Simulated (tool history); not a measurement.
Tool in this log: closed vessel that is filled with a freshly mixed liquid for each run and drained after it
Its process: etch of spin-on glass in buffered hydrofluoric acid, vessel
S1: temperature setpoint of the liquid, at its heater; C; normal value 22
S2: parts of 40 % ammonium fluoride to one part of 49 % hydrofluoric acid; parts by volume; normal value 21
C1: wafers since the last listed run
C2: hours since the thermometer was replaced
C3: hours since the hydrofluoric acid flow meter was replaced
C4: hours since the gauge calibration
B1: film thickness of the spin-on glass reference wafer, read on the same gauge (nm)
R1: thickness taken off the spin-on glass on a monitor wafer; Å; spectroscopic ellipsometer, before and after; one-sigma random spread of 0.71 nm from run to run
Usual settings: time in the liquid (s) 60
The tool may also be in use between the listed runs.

{"run": 1, "hour": 0.0, "S1": 22, "S2": 21, "time in the liquid (s)": 60, "C1": 0, "C2": 1526.1, "C3": 778.1, "C4": 222, "B1": 89.96, "R1": 1076.8}
{"run": 2, "hour": 14.3, "S1": 22, "S2": 26.5, "time in the liquid (s)": 60, "C1": 1089, "C2": 1540.4, "C3": 792.4, "C4": 236.3, "B1": 90.05, "R1": 905.8}
{"run": 3, "hour": 22.4, "S1": 22, "S2": 26.5, "time in the liquid (s)": 60, "C1": 616, "C2": 1548.5, "C3": 800.5, "C4": 244.4, "B1": 90, "R1": 903.2}
{"run": 4, "hour": 34.6, "S1": 22, "S2": 21, "time in the liquid (s)": 60, "C1": 929, "C2": 1560.7, "C3": 812.7, "C4": 256.6, "B1": 89.99, "R1": 1064.1}
{"run": 5, "hour": 70.2, "S1": 22, "S2": 21, "time in the liquid (s)": 60, "C1": 2711, "C2": 1596.3, "C3": 848.3, "C4": 292.2, "B1": 89.99, "R1": 1065.1}
{"run": 6, "hour": 76.9, "S1": 22, "S2": 21, "time in the liquid (s)": 60, "C1": 510, "C2": 1603, "C3": 855, "C4": 298.9, "B1": 90.02, "R1": 1070.1}
{"run": 7, "hour": 87.6, "S1": 22, "S2": 21, "time in the liquid (s)": 60, "C1": 815, "C2": 1613.7, "C3": 865.7, "C4": 309.6, "B1": 89.98, "R1": 1061.7}
{"run": 8, "hour": 97.6, "S1": 22, "S2": 21, "time in the liquid (s)": 60, "C1": 761, "C2": 1623.7, "C3": 875.7, "C4": 319.6, "B1": 90.01, "R1": 1056.4}
{"run": 9, "hour": 107.4, "S1": 22, "S2": 21, "time in the liquid (s)": 60, "C1": 746, "C2": 1633.5, "C3": 885.5, "C4": 329.4, "B1": 90.03, "R1": 1059.4}
{"hour": 113.5, "done": "thermometer replaced"}
{"run": 10, "hour": 118.8, "S1": 22, "S2": 21, "time in the liquid (s)": 60, "C1": 792, "C2": 5.3, "C3": 896.9, "C4": 340.8, "B1": 89.97, "R1": 1244.3}
{"run": 11, "hour": 135.4, "S1": 22, "S2": 21, "time in the liquid (s)": 60, "C1": 1264, "C2": 21.9, "C3": 913.5, "C4": 357.4, "B1": 90.02, "R1": 1235}
{"run": 12, "hour": 143.8, "S1": 22, "S2": 21, "time in the liquid (s)": 60, "C1": 639, "C2": 30.3, "C3": 921.9, "C4": 365.8, "B1": 89.99, "R1": 1264.5}
{"hour": 163.4, "done": "gauge calibrated"}
{"run": 13, "hour": 178.8, "S1": 22, "S2": 18, "time in the liquid (s)": 60, "C1": 2665, "C2": 65.3, "C3": 956.9, "C4": 15.4, "B1": 90.02, "R1": 1426.6}
{"run": 14, "hour": 186.1, "S1": 26, "S2": 13, "time in the liquid (s)": 60, "C1": 556, "C2": 72.6, "C3": 964.2, "C4": 22.7, "B1": 90, "R1": 2449.9}
{"run": 15, "hour": 200.7, "S1": 24, "S2": 13.5, "time in the liquid (s)": 90, "C1": 1112, "C2": 87.2, "C3": 978.8, "C4": 37.3, "B1": 90.04, "R1": 3166}
{"run": 16, "hour": 213.3, "S1": 22, "S2": 21, "time in the liquid (s)": 60, "C1": 959, "C2": 99.8, "C3": 991.4, "C4": 49.9, "B1": 89.98, "R1": 1250.3}
{"run": 17, "hour": 230.4, "S1": 26, "S2": 21, "time in the liquid (s)": 50, "C1": 1302, "C2": 116.9, "C3": 1008.5, "C4": 67, "B1": 90.01, "R1": 1284.3}
{"run": 18, "hour": 237.6, "S1": 22, "S2": 18, "time in the liquid (s)": 60, "C1": 548, "C2": 124.1, "C3": 1015.7, "C4": 74.2, "B1": 89.99, "R1": 1416.7}
{"hour": 239.3, "done": "hydrofluoric acid flow meter replaced"}
{"run": 19, "hour": 247.2, "S1": 24.5, "S2": 21, "time in the liquid (s)": 60, "C1": 655, "C2": 133.7, "C3": 7.9, "C4": 83.8, "B1": 90.01, "R1": 1416.4}
{"run": 20, "hour": 255.2, "S1": 22, "S2": 26.5, "time in the liquid (s)": 60, "C1": 609, "C2": 141.7, "C3": 15.9, "C4": 91.8, "B1": 90.01, "R1": 1052.6}
{"run": 21, "hour": 261.9, "S1": 19.5, "S2": 21, "time in the liquid (s)": 30, "C1": 510, "C2": 148.4, "C3": 22.6, "C4": 98.5, "B1": 89.97, "R1": 536.5}
{"run": 22, "hour": 312.4, "S1": 20.5, "S2": 17.5, "time in the liquid (s)": 80, "C1": 3846, "C2": 198.9, "C3": 73.1, "C4": 149, "B1": 89.98, "R1": 1776.9}
{"run": 23, "hour": 325.8, "S1": 22, "S2": 21, "time in the liquid (s)": 60, "C1": 1020, "C2": 212.3, "C3": 86.5, "C4": 162.4, "B1": 90, "R1": 1217.6}
{"run": 24, "hour": 338.3, "S1": 17.5, "S2": 18.5, "time in the liquid (s)": 30, "C1": 952, "C2": 224.8, "C3": 99, "C4": 174.9, "B1": 90, "R1": 532.9}

3 ways to go on from here, each from the tool as it stands after run 24. What would each give?
{"run": "A", "hour": 339.0, "S1": 23.5, "S2": 21, "time in the liquid (s)": 60, "C1": 53, "C2": 225.5, "C3": 99.7, "C4": 175.6, "B1": "?", "R1": "?"}
{"run": "B", "hour": 339.0, "S1": 19, "S2": 27.5, "time in the liquid (s)": 95, "C1": 53, "C2": 225.5, "C3": 99.7, "C4": 175.6, "B1": "?", "R1": "?"}
{"run": "C", "hour": 339.0, "S1": 26, "S2": 23.5, "time in the liquid (s)": 30, "C1": 53, "C2": 225.5, "C3": 99.7, "C4": 175.6, "B1": "?", "R1": "?"}

run=A B1=90.03 R1=1338.4
run=B B1=90.03 R1=1367.1
run=C B1=90.03 R1=710.2
With the hidden condition removed and each run's random variation left untouched, the same runs would have given:
run=A R1=1383.3
run=B R1=1414.5
run=C R1=733.7

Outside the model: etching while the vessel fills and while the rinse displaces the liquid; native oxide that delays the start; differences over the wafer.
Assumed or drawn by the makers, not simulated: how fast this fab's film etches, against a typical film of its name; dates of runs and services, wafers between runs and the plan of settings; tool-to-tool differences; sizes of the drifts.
